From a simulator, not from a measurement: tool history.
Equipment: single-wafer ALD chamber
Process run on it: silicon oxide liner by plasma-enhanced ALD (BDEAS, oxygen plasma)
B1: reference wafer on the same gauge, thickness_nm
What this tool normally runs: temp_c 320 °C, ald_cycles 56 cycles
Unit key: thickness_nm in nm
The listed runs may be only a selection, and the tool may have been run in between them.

Run 1, hour 0: usual settings; B1 3.962. Result: thickness_nm 4.664 nm.
Run 2, hour 24.3: usual settings; B1 3.958. Result: thickness_nm 4.671 nm.
Run 3, hour 87.6: usual settings but ald_cycles 51 cycles; B1 3.954. Result: thickness_nm 4.245 nm.
Run 4, hour 139.9: usual settings but temp_c 324 °C; B1 3.948. Result: thickness_nm 4.617 nm.
Run 5, hour 181.5: usual settings but temp_c 324 °C; B1 3.938. Result: thickness_nm 4.581 nm.
Run 6, hour 230.9: usual settings but temp_c 324 °C; B1 3.937. Result: thickness_nm 4.6 nm.
Run 7, hour 279.9: usual settings but temp_c 313 °C; B1 3.931. Result: thickness_nm 4.694 nm.
Run 8, hour 320.3: usual settings; B1 3.928. Result: thickness_nm 4.612 nm.
Run 9, hour 355.6: usual settings; B1 3.918. Result: thickness_nm 4.589 nm.
Run 10, hour 406.1: usual settings; B1 3.913. Result: thickness_nm 4.602 nm.
At hour 424: thermocouple changed; heater temperature recalibrated.
Run 11, hour 430.2: usual settings; B1 3.909. Result: thickness_nm 4.606 nm.
Run 12, hour 501.9: usual settings; B1 3.899. Result: thickness_nm 4.598 nm.
At hour 531.4: gauge calibrated.
Run 13, hour 535.7: usual settings; B1 3.994. Result: thickness_nm 4.731 nm.
Run 14, hour 681.2: usual settings but temp_c 313 °C, ald_cycles 62 cycles; B1 3.995. Result: thickness_nm 5.264 nm.
Run 15, hour 715.3: usual settings but temp_c 311 °C, ald_cycles 53 cycles; B1 3.995. Result: thickness_nm 4.509 nm.
Run 16, hour 773: usual settings but temp_c 312 °C, ald_cycles 46 cycles; B1 3.993. Result: thickness_nm 3.922 nm.
Run 17, hour 822.3: usual settings; B1 3.989. Result: thickness_nm 4.717 nm.
Run 18, hour 849.4: usual settings but temp_c 309 °C, ald_cycles 64 cycles; B1 3.991. Result: thickness_nm 5.464 nm.
Run 19, hour 885.3: usual settings but temp_c 311 °C, ald_cycles 52 cycles; B1 3.985. Result: thickness_nm 4.416 nm.
Run 20, hour 956: usual settings but ald_cycles 67 cycles; B1 3.979. Result: thickness_nm 5.611 nm.
Run 21, hour 986.4: usual settings but temp_c 315 °C, ald_cycles 66 cycles; B1 3.978. Result: thickness_nm 5.561 nm.
Run 22, hour 1048.3: usual settings but temp_c 332 °C; B1 3.98. Result: thickness_nm 4.59 nm.
Run 23, hour 1120.1: usual settings but temp_c 332 °C; B1 3.971. Result: thickness_nm 4.577 nm.
Run 24, hour 1188.6: usual settings but temp_c 329 °C, ald_cycles 62 cycles; B1 3.965. Result: thickness_nm 5.103 nm.
Run 25, hour 1250.4: usual settings but temp_c 311 °C, ald_cycles 47 cycles; B1 3.961. Result: thickness_nm 3.957 nm.
Run 26, hour 1275.1: usual settings but temp_c 314 °C, ald_cycles 63 cycles; B1 3.961. Result: thickness_nm 5.296 nm.

Branching from run 26: 4 alternative next runs. What would each branch give?
Run A, hour 1275.6: usual settings but temp_c 316 °C; B1 ?. Result: thickness_nm ?.
Run B, hour 1275.6: usual settings but ald_cycles 52 cycles; B1 ?. Result: thickness_nm ?.
Run C, hour 1275.6: usual settings but ald_cycles 64 cycles; B1 ?. Result: thickness_nm ?.
Run D, hour 1275.6: usual settings but temp_c 333 °C, ald_cycles 46 cycles; B1 ?. Result: thickness_nm ?.

run     B1  thickness_nm
  A  3.957         4.679
  B  3.957         4.317
  C  3.957         5.313
  D  3.957         3.737
The same runs, with their run-to-run variation unchanged, on a tool lacking any hidden condition would have given:
run  thickness_nm
  A         4.717
  B         4.352
  C         5.356
  D         3.767
